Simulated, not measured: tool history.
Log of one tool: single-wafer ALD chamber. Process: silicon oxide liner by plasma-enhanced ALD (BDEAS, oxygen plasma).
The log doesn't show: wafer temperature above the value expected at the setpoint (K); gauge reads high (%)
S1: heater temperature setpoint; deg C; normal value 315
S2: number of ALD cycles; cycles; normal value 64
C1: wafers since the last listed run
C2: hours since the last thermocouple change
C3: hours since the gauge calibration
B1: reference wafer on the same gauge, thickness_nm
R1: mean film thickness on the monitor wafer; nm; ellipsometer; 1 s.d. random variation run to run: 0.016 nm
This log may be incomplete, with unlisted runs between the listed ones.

Run 1, day 0.000: usual settings but S1 308 deg C; C1 0; C2 283.4; C3 327.4; B1 7.381. Result: R1 6.222 nm.
Run 2, day 1.146: usual settings but S1 304 deg C; C1 172; C2 310.9; C3 354.9; B1 7.372. Result: R1 6.274 nm.
Run 3, day 3.262: usual settings but S1 304 deg C; C1 318; C2 361.7; C3 405.7; B1 7.358. Result: R1 6.264 nm.
Run 4, day 4.396: usual settings but S1 304 deg C; C1 170; C2 388.9; C3 432.9; B1 7.357. Result: R1 6.222 nm.
Run 5, day 5.517: usual settings; C1 168; C2 415.8; C3 459.8; B1 7.346. Result: R1 6.172 nm.
Run 6, day 8.429: usual settings; C1 438; C2 485.7; C3 529.7; B1 7.337. Result: R1 6.143 nm.
Run 7, day 9.833: usual settings but S2 58 cycles; C1 211; C2 519.4; C3 563.4; B1 7.325. Result: R1 5.576 nm.
At day 10.704: gauge calibrated.
Run 8, day 11.288: usual settings; C1 218; C2 554.3; C3 14.0; B1 7.425. Result: R1 6.202 nm.
Run 9, day 13.758: usual settings; C1 371; C2 613.6; C3 73.3; B1 7.416. Result: R1 6.194 nm.
Run 10, day 16.342: usual settings but S1 319 deg C, S2 57 cycles; C1 388; C2 675.6; C3 135.3; B1 7.400. Result: R1 5.507 nm.
Run 11, day 18.438: usual settings but S2 53 cycles; C1 315; C2 725.9; C3 185.6; B1 7.391. Result: R1 5.132 nm.
Run 12, day 20.800: usual settings but S1 305 deg C, S2 60 cycles; C1 355; C2 782.6; C3 242.3; B1 7.381. Result: R1 5.864 nm.
Run 13, day 22.375: usual settings but S1 323 deg C, S2 70 cycles; C1 237; C2 820.4; C3 280.1; B1 7.373. Result: R1 6.693 nm.
At day 26.254: thermocouple changed; heater temperature recalibrated.
Run 14, day 29.304: usual settings; C1 993; C2 73.2; C3 446.4; B1 7.336. Result: R1 6.123 nm.
Run 15, day 30.629: usual settings but S1 310 deg C; C1 199; C2 105.0; C3 478.2; B1 7.329. Result: R1 6.174 nm.
Run 16, day 33.400: usual settings but S1 310 deg C, S2 60 cycles; C1 417; C2 171.5; C3 544.7; B1 7.310. Result: R1 5.793 nm.
Run 17, day 34.667: usual settings but S2 75 cycles; C1 190; C2 201.9; C3 575.1; B1 7.308. Result: R1 7.145 nm.

What differs in the tool's unlogged condition from the final listed run ahead of each entry between runs to the first listed run following it?
In the gap between runs 7 and 8: gauge calibrated (day 10.704)
  gauge reads high (%): -1.76 -> -0.449
  measured less the result without the state, R1: -0.100 -> -0.028 nm
In the gap between runs 13 and 14: thermocouple changed; heater temperature recalibrated (day 26.254)
  gauge reads high (%): -1.21 -> -1.68
  measured less the result without the state, R1: -0.082 -> -0.105 nm
